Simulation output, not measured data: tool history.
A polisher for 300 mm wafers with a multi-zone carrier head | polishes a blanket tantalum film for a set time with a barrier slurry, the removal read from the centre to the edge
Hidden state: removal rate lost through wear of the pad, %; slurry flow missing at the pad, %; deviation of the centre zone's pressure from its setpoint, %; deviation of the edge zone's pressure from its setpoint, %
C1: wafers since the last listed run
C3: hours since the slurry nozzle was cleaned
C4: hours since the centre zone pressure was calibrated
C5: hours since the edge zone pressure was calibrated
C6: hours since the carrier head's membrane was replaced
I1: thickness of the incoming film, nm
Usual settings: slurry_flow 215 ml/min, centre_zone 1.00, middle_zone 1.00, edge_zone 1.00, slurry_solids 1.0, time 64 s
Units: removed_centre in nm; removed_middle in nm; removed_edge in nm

{"run": 1, "day": 0.0, "slurry_flow": 215, "centre_zone": 1.0, "middle_zone": 1.0, "edge_zone": 1.0, "slurry_solids": 1.0, "time": 64, "C1": 0, "wafers polished on this pad": 331, "C3": 125.6, "C4": 591.8, "C5": 551.5, "C6": 99.7, "I1": 426.3, "removed_centre": 107.3, "removed_middle": 102.4, "removed_edge": 109.8}
{"day": 0.229, "done": "centre zone pressure recalibrated"}
{"run": 2, "day": 0.496, "slurry_flow": 215, "centre_zone": 0.88, "middle_zone": 1.0, "edge_zone": 1.09, "slurry_solids": 1.0, "time": 64, "C1": 53, "wafers polished on this pad": 385, "C3": 137.5, "C4": 6.4, "C5": 563.4, "C6": 111.6, "I1": 418.9, "removed_centre": 95.9, "removed_middle": 104.1, "removed_edge": 114.0}
{"run": 3, "day": 1.229, "slurry_flow": 215, "centre_zone": 1.0, "middle_zone": 1.0, "edge_zone": 1.07, "slurry_solids": 1.0, "time": 50, "C1": 95, "wafers polished on this pad": 480, "C3": 155.1, "C4": 24.0, "C5": 581.0, "C6": 129.2, "I1": 423.3, "removed_centre": 81.7, "removed_middle": 82.6, "removed_edge": 88.7}
{"run": 4, "day": 1.921, "slurry_flow": 215, "centre_zone": 1.0, "middle_zone": 1.0, "edge_zone": 1.0, "slurry_solids": 1.0, "time": 64, "C1": 90, "wafers polished on this pad": 570, "C3": 171.7, "C4": 40.6, "C5": 597.6, "C6": 145.8, "I1": 423.5, "removed_centre": 105.1, "removed_middle": 103.1, "removed_edge": 110.9}
{"day": 2.338, "done": "worn pad replaced by a new one"}
{"run": 5, "day": 2.504, "slurry_flow": 215, "centre_zone": 1.0, "middle_zone": 1.03, "edge_zone": 1.12, "slurry_solids": 0.7, "time": 45, "C1": 54, "wafers polished on this pad": 21, "C3": 185.7, "C4": 54.6, "C5": 611.6, "C6": 159.8, "I1": 419.9, "removed_centre": 67.9, "removed_middle": 67.8, "removed_edge": 74.0}
{"day": 3.062, "done": "edge zone pressure recalibrated"}
{"run": 6, "day": 3.088, "slurry_flow": 270, "centre_zone": 1.0, "middle_zone": 0.89, "edge_zone": 0.95, "slurry_solids": 1.0, "time": 78, "C1": 65, "wafers polished on this pad": 86, "C3": 199.7, "C4": 68.6, "C5": 0.6, "C6": 173.8, "I1": 419.4, "removed_centre": 136.0, "removed_middle": 118.7, "removed_edge": 136.2}
{"run": 7, "day": 3.646, "slurry_flow": 215, "centre_zone": 1.0, "middle_zone": 1.0, "edge_zone": 1.0, "slurry_solids": 1.0, "time": 64, "C1": 72, "wafers polished on this pad": 159, "C3": 213.1, "C4": 82.0, "C5": 14.0, "C6": 187.2, "I1": 425.6, "removed_centre": 104.4, "removed_middle": 101.8, "removed_edge": 110.2}
{"run": 8, "day": 4.204, "slurry_flow": 215, "centre_zone": 1.0, "middle_zone": 1.0, "edge_zone": 1.0, "slurry_solids": 1.0, "time": 64, "C1": 72, "wafers polished on this pad": 232, "C3": 226.5, "C4": 95.4, "C5": 27.4, "C6": 200.6, "I1": 416.0, "removed_centre": 104.4, "removed_middle": 101.1, "removed_edge": 109.7}
{"run": 9, "day": 4.529, "slurry_flow": 235, "centre_zone": 1.0, "middle_zone": 0.91, "edge_zone": 1.0, "slurry_solids": 0.8, "time": 77, "C1": 42, "wafers polished on this pad": 274, "C3": 234.3, "C4": 103.2, "C5": 35.2, "C6": 208.4, "I1": 425.9, "removed_centre": 123.4, "removed_middle": 110.0, "removed_edge": 127.5}
{"run": 10, "day": 5.083, "slurry_flow": 215, "centre_zone": 1.0, "middle_zone": 1.0, "edge_zone": 1.0, "slurry_solids": 1.0, "time": 72, "C1": 72, "wafers polished on this pad": 346, "C3": 247.6, "C4": 116.5, "C5": 48.5, "C6": 221.7, "I1": 415.9, "removed_centre": 117.1, "removed_middle": 115.0, "removed_edge": 124.3}
{"run": 11, "day": 5.558, "slurry_flow": 215, "centre_zone": 1.0, "middle_zone": 1.08, "edge_zone": 1.0, "slurry_solids": 1.0, "time": 64, "C1": 61, "wafers polished on this pad": 408, "C3": 259.0, "C4": 127.9, "C5": 59.9, "C6": 233.1, "I1": 416.7, "removed_centre": 105.4, "removed_middle": 107.7, "removed_edge": 110.0}
{"run": 12, "day": 5.867, "slurry_flow": 140, "centre_zone": 1.0, "middle_zone": 1.0, "edge_zone": 1.0, "slurry_solids": 1.0, "time": 64, "C1": 40, "wafers polished on this pad": 448, "C3": 266.4, "C4": 135.3, "C5": 67.3, "C6": 240.5, "I1": 423.1, "removed_centre": 83.4, "removed_middle": 83.6, "removed_edge": 95.8}
{"day": 6.408, "done": "slurry nozzle cleaned"}
{"run": 13, "day": 6.496, "slurry_flow": 215, "centre_zone": 1.0, "middle_zone": 1.0, "edge_zone": 1.0, "slurry_solids": 1.0, "time": 64, "C1": 76, "wafers polished on this pad": 525, "C3": 2.1, "C4": 150.4, "C5": 82.4, "C6": 255.6, "I1": 424.4, "removed_centre": 111.4, "removed_middle": 107.8, "removed_edge": 112.9}
{"run": 14, "day": 7.029, "slurry_flow": 215, "centre_zone": 0.91, "middle_zone": 1.0, "edge_zone": 1.05, "slurry_solids": 1.2, "time": 64, "C1": 69, "wafers polished on this pad": 594, "C3": 14.9, "C4": 163.2, "C5": 95.2, "C6": 268.4, "I1": 415.9, "removed_centre": 106.5, "removed_middle": 111.4, "removed_edge": 120.7}
{"run": 15, "day": 7.292, "slurry_flow": 215, "centre_zone": 1.0, "middle_zone": 1.0, "edge_zone": 1.0, "slurry_solids": 1.0, "time": 64, "C1": 34, "wafers polished on this pad": 629, "C3": 21.2, "C4": 169.5, "C5": 101.5, "C6": 274.7, "I1": 422.0, "removed_centre": 109.1, "removed_middle": 106.0, "removed_edge": 113.2}
{"day": 7.588, "done": "worn pad replaced by a new one"}
{"run": 16, "day": 7.933, "slurry_flow": 145, "centre_zone": 1.0, "middle_zone": 1.0, "edge_zone": 1.0, "slurry_solids": 1.0, "time": 64, "C1": 61, "wafers polished on this pad": 45, "C3": 36.6, "C4": 184.9, "C5": 116.9, "C6": 290.1, "I1": 425.4, "removed_centre": 92.4, "removed_middle": 93.0, "removed_edge": 101.4}
{"run": 17, "day": 8.508, "slurry_flow": 215, "centre_zone": 0.92, "middle_zone": 1.0, "edge_zone": 1.0, "slurry_solids": 1.0, "time": 64, "C1": 74, "wafers polished on this pad": 120, "C3": 50.4, "C4": 198.7, "C5": 130.7, "C6": 303.9, "I1": 418.2, "removed_centre": 100.2, "removed_middle": 105.2, "removed_edge": 112.6}
{"run": 18, "day": 9.229, "slurry_flow": 215, "centre_zone": 0.88, "middle_zone": 1.0, "edge_zone": 1.09, "slurry_solids": 1.0, "time": 64, "C1": 93, "wafers polished on this pad": 214, "C3": 67.7, "C4": 216.0, "C5": 148.0, "C6": 321.2, "I1": 419.2, "removed_centre": 98.4, "removed_middle": 105.9, "removed_edge": 116.2}
{"run": 19, "day": 9.9, "slurry_flow": 160, "centre_zone": 1.0, "middle_zone": 1.0, "edge_zone": 1.07, "slurry_solids": 0.9, "time": 85, "C1": 87, "wafers polished on this pad": 301, "C3": 83.8, "C4": 232.1, "C5": 164.1, "C6": 337.3, "I1": 420.0, "removed_centre": 122.3, "removed_middle": 122.6, "removed_edge": 139.4}

Forecast run 20:
{"run": 20, "day": 10.583, "slurry_flow": 215, "centre_zone": 0.95, "middle_zone": 1.0, "edge_zone": 1.0, "slurry_solids": 1.0, "time": 85, "C1": 88, "wafers polished on this pad": 390, "C3": 100.2, "C4": 248.5, "C5": 180.5, "C6": 353.7, "I1": 417.5, "removed_centre": "?", "removed_middle": "?", "removed_edge": "?"}

removed_centre: 137.8 nm
removed_middle: 140.1 nm
removed_edge: 148.1 nm
Without the tool's hidden state the same run would have given removed_centre 142.6 nm, removed_middle 144.4 nm, removed_edge 151.4 nm.
